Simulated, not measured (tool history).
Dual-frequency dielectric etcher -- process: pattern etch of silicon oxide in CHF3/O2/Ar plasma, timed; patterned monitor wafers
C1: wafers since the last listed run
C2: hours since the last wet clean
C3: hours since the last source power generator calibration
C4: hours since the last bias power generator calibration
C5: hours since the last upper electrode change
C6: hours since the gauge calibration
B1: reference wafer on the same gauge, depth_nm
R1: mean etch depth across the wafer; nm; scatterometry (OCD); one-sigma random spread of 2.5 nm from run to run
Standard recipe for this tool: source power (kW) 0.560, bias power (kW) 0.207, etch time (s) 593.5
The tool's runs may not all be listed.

{"run": 1, "hour": 0.0, "source power (kW)": 0.56, "bias power (kW)": 0.207, "etch time (s)": 593.5, "C1": 0, "C2": 343.8, "C3": 2028.2, "C4": 2738.0, "C5": 4217.9, "C6": 2067.7, "B1": 1310.4, "R1": 1153.0}
{"run": 2, "hour": 55.9, "source power (kW)": 0.56, "bias power (kW)": 0.207, "etch time (s)": 593.5, "C1": 199, "C2": 399.7, "C3": 2084.1, "C4": 2793.9, "C5": 4273.8, "C6": 2123.6, "B1": 1309.2, "R1": 1153.4}
{"run": 3, "hour": 121.2, "source power (kW)": 0.56, "bias power (kW)": 0.207, "etch time (s)": 593.5, "C1": 232, "C2": 465.0, "C3": 2149.4, "C4": 2859.2, "C5": 4339.1, "C6": 2188.9, "B1": 1310.2, "R1": 1154.4}
{"run": 4, "hour": 164.6, "source power (kW)": 0.56, "bias power (kW)": 0.207, "etch time (s)": 593.5, "C1": 154, "C2": 508.4, "C3": 2192.8, "C4": 2902.6, "C5": 4382.5, "C6": 2232.3, "B1": 1310.2, "R1": 1149.1}
{"hour": 210.5, "done": "upper electrode replaced"}
{"run": 5, "hour": 211.0, "source power (kW)": 0.56, "bias power (kW)": 0.207, "etch time (s)": 593.5, "C1": 79, "C2": 554.8, "C3": 2239.2, "C4": 2949.0, "C5": 0.5, "C6": 2278.7, "B1": 1309.7, "R1": 1149.4}
{"run": 6, "hour": 235.3, "source power (kW)": 0.56, "bias power (kW)": 0.207, "etch time (s)": 593.5, "C1": 86, "C2": 579.1, "C3": 2263.5, "C4": 2973.3, "C5": 24.8, "C6": 2303.0, "B1": 1309.9, "R1": 1151.5}
{"hour": 269.3, "done": "wet clean of the chamber"}
{"run": 7, "hour": 282.8, "source power (kW)": 0.56, "bias power (kW)": 0.242, "etch time (s)": 593.5, "C1": 83, "C2": 13.5, "C3": 2311.0, "C4": 3020.8, "C5": 72.3, "C6": 2350.5, "B1": 1310.2, "R1": 1215.8}
{"run": 8, "hour": 351.8, "source power (kW)": 0.56, "bias power (kW)": 0.207, "etch time (s)": 593.5, "C1": 245, "C2": 82.5, "C3": 2380.0, "C4": 3089.8, "C5": 141.3, "C6": 2419.5, "B1": 1310.2, "R1": 1152.7}
{"hour": 383.6, "done": "bias power generator calibrated"}
{"run": 9, "hour": 533.7, "source power (kW)": 0.56, "bias power (kW)": 0.224, "etch time (s)": 593.5, "C1": 633, "C2": 264.4, "C3": 2561.9, "C4": 150.1, "C5": 323.2, "C6": 2601.4, "B1": 1310.3, "R1": 1206.3}
{"run": 10, "hour": 749.2, "source power (kW)": 0.7, "bias power (kW)": 0.162, "etch time (s)": 472.0, "C1": 767, "C2": 479.9, "C3": 2777.4, "C4": 365.6, "C5": 538.7, "C6": 2816.9, "B1": 1310.6, "R1": 923.6}
{"hour": 809.2, "done": "wet clean of the chamber"}
{"run": 11, "hour": 817.7, "source power (kW)": 0.56, "bias power (kW)": 0.227, "etch time (s)": 710.5, "C1": 158, "C2": 8.5, "C3": 2845.9, "C4": 434.1, "C5": 607.2, "C6": 2885.4, "B1": 1310.2, "R1": 1447.5}
{"run": 12, "hour": 848.6, "source power (kW)": 0.44, "bias power (kW)": 0.244, "etch time (s)": 501.0, "C1": 110, "C2": 39.4, "C3": 2876.8, "C4": 465.0, "C5": 638.1, "C6": 2916.3, "B1": 1309.2, "R1": 975.2}
{"run": 13, "hour": 882.2, "source power (kW)": 0.56, "bias power (kW)": 0.207, "etch time (s)": 696.0, "C1": 119, "C2": 73.0, "C3": 2910.4, "C4": 498.6, "C5": 671.7, "C6": 2949.9, "B1": 1309.6, "R1": 1373.5}
{"run": 14, "hour": 948.6, "source power (kW)": 0.66, "bias power (kW)": 0.223, "etch time (s)": 593.5, "C1": 236, "C2": 139.4, "C3": 2976.8, "C4": 565.0, "C5": 738.1, "C6": 3016.3, "B1": 1309.8, "R1": 1266.1}
{"hour": 993.8, "done": "source power generator calibrated"}
{"run": 15, "hour": 1010.2, "source power (kW)": 0.5, "bias power (kW)": 0.233, "etch time (s)": 748.0, "C1": 205, "C2": 201.0, "C3": 16.4, "C4": 626.6, "C5": 799.7, "C6": 3077.9, "B1": 1309.8, "R1": 1463.7}
{"run": 16, "hour": 1035.2, "source power (kW)": 0.56, "bias power (kW)": 0.228, "etch time (s)": 748.0, "C1": 89, "C2": 226.0, "C3": 41.4, "C4": 651.6, "C5": 824.7, "C6": 3102.9, "B1": 1309.0, "R1": 1504.0}
{"run": 17, "hour": 1064.9, "source power (kW)": 0.66, "bias power (kW)": 0.223, "etch time (s)": 593.5, "C1": 105, "C2": 255.7, "C3": 71.1, "C4": 681.3, "C5": 854.4, "C6": 3132.6, "B1": 1311.3, "R1": 1245.8}

Predict the results of run 18:
{"hour": 1110.7, "done": "gauge calibrated"}
{"run": 18, "hour": 1135.1, "source power (kW)": 0.56, "bias power (kW)": 0.207, "etch time (s)": 593.5, "C1": 249, "C2": 325.9, "C3": 141.3, "C4": 751.5, "C5": 924.6, "C6": 24.4, "B1": "?", "R1": "?"}

{"run 18": {"B1": 1309.9, "R1": 1158.4}}
On a tool with no hidden condition, and with the same random variation, this run would have come out at R1 1156.6 nm.

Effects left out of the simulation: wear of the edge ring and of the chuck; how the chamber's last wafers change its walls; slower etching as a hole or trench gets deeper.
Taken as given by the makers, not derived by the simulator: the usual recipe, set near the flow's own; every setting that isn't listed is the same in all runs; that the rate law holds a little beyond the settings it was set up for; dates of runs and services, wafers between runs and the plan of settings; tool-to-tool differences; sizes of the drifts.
